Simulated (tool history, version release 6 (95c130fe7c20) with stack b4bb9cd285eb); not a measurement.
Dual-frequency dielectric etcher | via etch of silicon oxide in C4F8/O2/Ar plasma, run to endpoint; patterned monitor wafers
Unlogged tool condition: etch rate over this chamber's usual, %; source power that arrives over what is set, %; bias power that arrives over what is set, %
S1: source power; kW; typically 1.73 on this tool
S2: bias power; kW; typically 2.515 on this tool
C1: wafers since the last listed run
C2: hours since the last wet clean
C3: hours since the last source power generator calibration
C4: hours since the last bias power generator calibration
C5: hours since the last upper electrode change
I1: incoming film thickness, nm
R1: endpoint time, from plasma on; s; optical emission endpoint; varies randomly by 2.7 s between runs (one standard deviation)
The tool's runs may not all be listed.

run,day,S1,S2,C1,C2,C3,C4,C5,I1,R1
1,0,1.73,2.515,0,849.6,1742.8,1813.7,5356.5,2075.1,414.8
# day 2.288: source power generator calibrated
# day 2.996: wet clean of the chamber
2,3.017,1.73,2.515,327,0.5,17.5,1886.1,5428.9,2095.8,421.5
3,3.571,1.88,2.746,84,13.8,30.8,1899.4,5442.2,2097.8,391.4
# day 6.608: bias power generator calibrated
4,6.629,1.88,2.746,443,87.2,104.2,0.5,5515.6,2081.3,386.2
5,10.738,1.43,2.515,629,185.8,202.8,99.1,5614.2,2084,477.4
# day 13.175: upper electrode replaced
6,13.196,1.43,2.515,223,244.8,261.8,158.1,0.5,2095.7,473.9
7,16.671,1.43,2.515,532,328.2,345.2,241.5,83.9,2077.1,466.8
8,18.188,1.73,2.515,232,364.6,381.6,277.9,120.3,2087.3,418.5
9,21.929,1.73,2.515,573,454.4,471.4,367.7,210.1,2093.7,416.1
10,26.4,1.73,2.515,685,561.7,578.7,475,317.4,2084,414.9
11,29.967,1.5,2.994,546,647.3,664.3,560.6,403,2103.6,436.9
# day 33.146: wet clean of the chamber
12,34.204,2.16,3.063,496,25.4,766,662.3,504.7,2087.7,350.6
13,41.792,2.06,2.121,1162,207.5,948.1,844.4,686.8,2100.7,387
14,44.146,1.37,3.099,360,264,1004.6,900.9,743.3,2096.3,470.5
15,47.017,1.73,2.515,439,332.9,1073.5,969.8,812.2,2085.3,414
16,51.25,2.06,2.515,648,434.5,1175.1,1071.4,913.8,2116.4,380.1
17,54.008,1.33,2.999,422,500.7,1241.3,1137.6,980,2090.4,477.5
18,56.062,1.88,3.127,314,550,1290.6,1186.9,1029.3,2079.5,374.7
19,59.7,1.89,2.293,557,637.3,1377.9,1274.2,1116.6,2062.1,400
# day 63.342: wet clean of the chamber
20,63.583,1.73,3.123,441,5.8,1471.1,1367.4,1209.8,2093.4,399.3
21,67.025,1.98,3.125,527,88.4,1553.7,1450,1292.4,2090.2,369
22,69.446,2.14,2.689,370,146.5,1611.8,1508.1,1350.5,2090.8,359.5
23,72.475,1.73,2.515,464,219.2,1684.5,1580.8,1423.2,2103.5,421.1
24,74.429,1.97,3.042,299,266.1,1731.4,1627.7,1470.1,2095.7,374
# day 75.083: source power generator calibrated
25,76.738,1.43,2.515,328,321.5,39.7,1683.1,1525.5,2094.1,474.2
26,79.721,1.93,2.515,457,393.1,111.3,1754.7,1597.1,2103.5,390.1
27,84.025,1.73,2.515,659,496.4,214.6,1858,1700.4,2080,419.1
# day 87.979: bias power generator calibrated
# day 96.229: wet clean of the chamber
28,96.771,1.73,2.515,1774,13,520.5,211,2006.3,2087.4,415.4
29,98.283,1.73,2.515,231,49.3,556.8,247.3,2042.6,2093.8,416.4
30,101.742,1.86,2.978,529,132.3,639.8,330.3,2125.6,2117.3,389.6
31,103.538,1.73,2.515,275,175.4,682.9,373.4,2168.7,2117.8,420.6
32,113.05,1.73,2.053,1457,403.7,911.2,601.7,2397,2101.4,434.8
33,116,1.73,2.515,451,474.5,982,672.5,2467.8,2088,414.2
34,120.221,1.73,2.515,646,575.8,1083.3,773.8,2569.1,2085.7,416

What if the next run were any one of these 5? Each begins from the tool's condition after run 34:
A,120.242,2.1,2.515,3,576.3,1083.8,774.3,2569.6,2099.3,?
B,120.242,2.06,2.049,3,576.3,1083.8,774.3,2569.6,2099.3,?
C,120.242,2.13,2.236,3,576.3,1083.8,774.3,2569.6,2099.3,?
D,120.242,2.14,3.078,3,576.3,1083.8,774.3,2569.6,2099.3,?
E,120.242,1.45,2.789,3,576.3,1083.8,774.3,2569.6,2099.3,?

run,R1
A,372.3
B,391.1
C,377.6
D,353.4
E,460.3
Stripped of hidden state, with their random variation kept, the same runs would have yielded:
run,R1
A,372.3
B,391.1
C,377.6
D,353.4
E,460.3

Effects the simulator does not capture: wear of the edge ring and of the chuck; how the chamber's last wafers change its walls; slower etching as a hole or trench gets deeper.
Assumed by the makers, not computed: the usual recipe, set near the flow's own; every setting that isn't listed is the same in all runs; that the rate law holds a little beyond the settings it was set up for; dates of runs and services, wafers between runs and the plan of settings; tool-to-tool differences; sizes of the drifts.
